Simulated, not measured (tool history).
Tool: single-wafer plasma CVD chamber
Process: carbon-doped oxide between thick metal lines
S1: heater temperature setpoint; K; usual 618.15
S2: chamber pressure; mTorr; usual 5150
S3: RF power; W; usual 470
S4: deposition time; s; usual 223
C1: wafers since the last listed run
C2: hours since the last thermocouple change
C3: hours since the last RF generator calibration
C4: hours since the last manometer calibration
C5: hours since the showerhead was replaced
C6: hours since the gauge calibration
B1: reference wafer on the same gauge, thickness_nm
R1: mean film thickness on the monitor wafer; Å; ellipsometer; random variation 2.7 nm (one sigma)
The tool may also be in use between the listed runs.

run,day,S1,S2,S3,S4,C1,C2,C3,C4,C5,C6,B1,R1
1,0,618.15,5150,470,223,0,498.7,1509.3,1521.3,4606.3,1111.5,1250.16,11156.27
2,2.888,618.15,5150,470,223,441,568,1578.6,1590.6,4675.6,1180.8,1250.388,11143.07
# day 4.062: showerhead replaced
3,5.033,618.15,5150,470,223,277,619.5,1630.1,1642.1,23.3,1232.3,1249.953,11192.22
# day 6.479: RF generator calibrated
4,8.738,618.15,5150,470,223,515,708.4,54.2,1731,112.2,1321.2,1250.005,11262.5
5,12.596,618.15,5150,470,223,590,801,146.8,1823.6,204.8,1413.8,1250.374,11294.07
6,16.317,618.15,5150,470,223,569,890.3,236.1,1912.9,294.1,1503.1,1249.406,11233.47
7,19.525,618.15,4200,445,250,490,967.3,313.1,1989.9,371.1,1580.1,1249.854,11810.2
# day 23.454: capacitance manometer re-zeroed and calibrated
8,23.475,618.15,5150,470,223,553,1062.1,407.9,0.5,465.9,1674.9,1249.258,11174.61
9,27.508,618.15,4060,470,194,617,1158.9,504.7,97.3,562.7,1771.7,1249.479,9504.55
10,29.275,626.15,6070,405,196,270,1201.3,547.1,139.7,605.1,1814.1,1249.876,8632.67
11,32.038,618.15,5150,470,223,422,1267.6,613.4,206,671.4,1880.4,1249.479,11109.83
12,34.479,618.15,5150,470,223,373,1326.2,672,264.6,730,1939,1250.56,11093.98
# day 36.042: gauge calibrated
13,38.692,618.15,5150,470,223,644,1427.3,773.1,365.7,831.1,63.6,1249.444,11055.82
# day 41.775: thermocouple changed; heater temperature recalibrated
14,41.796,631.15,5150,470,223,423,0.5,847.6,440.2,905.6,138.1,1250.525,10868.65
15,44.462,618.15,5150,470,223,408,64.5,911.6,504.2,969.6,202.1,1249.811,11286.3
16,47.562,618.15,5150,415,267,474,138.9,986,578.6,1044,276.5,1250.316,12198.98
17,50.071,618.15,5150,470,223,383,199.1,1046.2,638.8,1104.2,336.7,1250.259,11251.71
18,53.188,618.15,5150,470,196,476,273.9,1121,713.6,1179,411.5,1250.405,9848.22
19,57.367,618.15,5150,470,223,639,374.2,1221.3,813.9,1279.3,511.8,1250.237,11227.08
20,59.112,609.15,4510,435,257,267,416.1,1263.2,855.8,1321.2,553.7,1249.499,12382.98
21,62.446,631.15,5150,470,223,510,496.1,1343.2,935.8,1401.2,633.7,1250.564,10880.69
22,65.146,624.15,5150,555,257,413,560.9,1408,1000.6,1466,698.5,1249.884,14249.28
23,67.446,618.15,5150,470,223,351,616.1,1463.2,1055.8,1521.2,753.7,1250.534,11209.02
24,69.317,625.15,5150,470,223,286,661,1508.1,1100.7,1566.1,798.6,1249.753,10935.29
25,73.462,631.15,6340,470,181,634,760.5,1607.6,1200.2,1665.6,898.1,1249.565,8965.89
26,75.392,627.15,4730,470,195,295,806.8,1653.9,1246.5,1711.9,944.4,1250.032,9483.66

The next listed run, before its measurement:
27,76.983,630.15,4710,415,246,243,845,1692.1,1284.7,1750.1,982.6,?,?

{"run 27": {"B1": 1249.569, "R1": 10681.98}}
Without the tool's hidden state the same run would have given R1 10836.22 Å.

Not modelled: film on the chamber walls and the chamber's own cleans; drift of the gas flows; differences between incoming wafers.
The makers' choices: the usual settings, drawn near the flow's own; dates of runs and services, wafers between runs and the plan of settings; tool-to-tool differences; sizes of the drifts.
